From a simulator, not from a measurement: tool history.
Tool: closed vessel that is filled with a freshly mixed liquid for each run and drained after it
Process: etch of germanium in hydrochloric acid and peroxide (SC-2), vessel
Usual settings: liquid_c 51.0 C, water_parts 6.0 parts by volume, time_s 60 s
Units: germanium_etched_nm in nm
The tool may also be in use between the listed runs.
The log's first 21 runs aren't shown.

run	hour	liquid_c	water_parts	time_s	read-back film thickness of the germanium reference wafer, read on the same gauge (nm)	germanium_etched_nm
22	2150.8	51.0	6.0	90	119.97	155.07
# hour 2230.5: new drum of peroxide connected
23	2236.8	51.0	8.0	80	119.99	135.60
24	2276.8	51.0	6.0	60	119.98	103.79
25	2319.3	51.0	4.0	45	120.00	78.72
26	2399.0	51.0	6.0	60	119.99	103.23
27	2503.0	47.5	9.0	35	120.02	52.96
28	2609.4	56.0	4.0	60	120.01	121.26
29	2676.2	54.0	6.0	60	119.98	113.05
30	2733.1	47.0	7.5	85	120.01	127.09
31	2818.7	51.0	6.0	60	120.03	103.40

Forecast each of these 3 alternatives for the next run:
A	2819.4	51.0	6.0	60	?	?
B	2819.4	51.0	5.0	30	?	?
C	2819.4	45.5	9.0	75	?	?

run	read-back film thickness of the germanium reference wafer, read on the same gauge (nm)	germanium_etched_nm
A	120.00	102.62
B	120.00	51.60
C	120.00	104.89
Without the tool's hidden state the same runs would have given:
run	germanium_etched_nm
A	106.05
B	53.34
C	108.48

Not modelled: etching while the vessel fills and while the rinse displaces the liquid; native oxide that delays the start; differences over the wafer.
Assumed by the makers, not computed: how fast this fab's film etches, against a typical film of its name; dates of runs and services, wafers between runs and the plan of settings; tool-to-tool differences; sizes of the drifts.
